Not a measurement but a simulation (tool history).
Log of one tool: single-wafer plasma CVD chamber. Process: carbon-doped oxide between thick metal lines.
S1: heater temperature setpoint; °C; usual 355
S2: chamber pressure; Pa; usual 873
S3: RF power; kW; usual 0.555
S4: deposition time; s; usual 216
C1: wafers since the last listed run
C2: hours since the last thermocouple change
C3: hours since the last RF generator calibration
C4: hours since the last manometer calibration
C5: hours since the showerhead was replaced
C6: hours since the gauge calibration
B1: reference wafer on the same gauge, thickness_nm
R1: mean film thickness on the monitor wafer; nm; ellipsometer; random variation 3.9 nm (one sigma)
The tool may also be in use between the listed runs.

| run | hour | S1 | S2 | S3 | S4 | C1 | C2 | C3 | C4 | C5 | C6 | B1 | R1 |
|---|---|---|---|---|---|---|---|---|---|---|---|---|---|
| 1 | 0 | 355 | 873 | 0.555 | 216 | 0 | 531.1 | 1897.4 | 2536.3 | 2220.9 | 148.7 | 1118.846 | 1194.095 |
| 2 | 167.7 | 355 | 873 | 0.555 | 216 | 1676 | 698.8 | 2065.1 | 2704 | 2388.6 | 316.4 | 1119.398 | 1189.381 |
| 3 | 221.5 | 355 | 873 | 0.555 | 216 | 537 | 752.6 | 2118.9 | 2757.8 | 2442.4 | 370.2 | 1119.902 | 1189.581 |
|  | 275.4 | thermocouple changed; heater temperature recalibrated |
| 4 | 292.2 | 355 | 873 | 0.555 | 216 | 626 | 16.8 | 2189.6 | 2828.5 | 2513.1 | 440.9 | 1118.632 | 1215.154 |
|  | 338.1 | gauge calibrated |
| 5 | 360.9 | 355 | 873 | 0.555 | 216 | 686 | 85.5 | 2258.3 | 2897.2 | 2581.8 | 22.8 | 1120.51 | 1209.023 |
|  | 376.9 | RF generator calibrated |
|  | 379.5 | capacitance manometer re-zeroed and calibrated |
| 6 | 392.7 | 355 | 873 | 0.555 | 216 | 211 | 117.3 | 15.8 | 13.2 | 2613.6 | 54.6 | 1118.852 | 1206.467 |
| 7 | 457.5 | 355 | 873 | 0.555 | 216 | 647 | 182.1 | 80.6 | 78 | 2678.4 | 119.4 | 1120.306 | 1201.024 |
|  | 480.2 | showerhead replaced |
| 8 | 519.2 | 355 | 873 | 0.555 | 216 | 536 | 243.8 | 142.3 | 139.7 | 39 | 181.1 | 1120.659 | 1198.654 |
| 9 | 573.1 | 355 | 873 | 0.555 | 216 | 538 | 297.7 | 196.2 | 193.6 | 92.9 | 235 | 1122.143 | 1200.617 |
| 10 | 631 | 347 | 781 | 0.595 | 239 | 578 | 355.6 | 254.1 | 251.5 | 150.8 | 292.9 | 1120.46 | 1424.003 |
| 11 | 662.9 | 355 | 757 | 0.555 | 216 | 318 | 387.5 | 286 | 283.4 | 182.7 | 324.8 | 1120.589 | 1181.586 |
| 12 | 688.3 | 355 | 873 | 0.555 | 201 | 253 | 412.9 | 311.4 | 308.8 | 208.1 | 350.2 | 1120.752 | 1111.021 |
| 13 | 731.6 | 351 | 691 | 0.555 | 216 | 432 | 456.2 | 354.7 | 352.1 | 251.4 | 393.5 | 1119.046 | 1173.498 |
| 14 | 767 | 355 | 873 | 0.605 | 216 | 353 | 491.6 | 390.1 | 387.5 | 286.8 | 428.9 | 1119.684 | 1297.885 |
| 15 | 791.4 | 355 | 873 | 0.555 | 216 | 243 | 516 | 414.5 | 411.9 | 311.2 | 453.3 | 1118.27 | 1196.602 |
|  | 801.1 | gauge calibrated |
| 16 | 836.7 | 355 | 873 | 0.49 | 216 | 452 | 561.3 | 459.8 | 457.2 | 356.5 | 35.6 | 1119.376 | 1055.115 |
| 17 | 900.4 | 355 | 873 | 0.555 | 216 | 636 | 625 | 523.5 | 520.9 | 420.2 | 99.3 | 1122.153 | 1186.863 |

4 ways to go on from here, each from the tool as it stands after run 17. What would each give?
| A | 900.9 | 355 | 873 | 0.555 | 216 | 4 | 625.5 | 524 | 521.4 | 420.7 | 99.8 | ? | ? |
| B | 900.9 | 355 | 873 | 0.555 | 250 | 4 | 625.5 | 524 | 521.4 | 420.7 | 99.8 | ? | ? |
| C | 900.9 | 365 | 668 | 0.5 | 247 | 4 | 625.5 | 524 | 521.4 | 420.7 | 99.8 | ? | ? |
| D | 900.9 | 355 | 1055 | 0.555 | 176 | 4 | 625.5 | 524 | 521.4 | 420.7 | 99.8 | ? | ? |

| run | B1 | R1 |
|---|---|---|
| A | 1119.358 | 1196.035 |
| B | 1119.358 | 1383.829 |
| C | 1119.358 | 1162.594 |
| D | 1119.358 | 989.889 |
Without the tool's hidden state the same runs would have given:
| run | R1 |
|---|---|
| A | 1210.273 |
| B | 1400.303 |
| C | 1174.963 |
| D | 1001.673 |
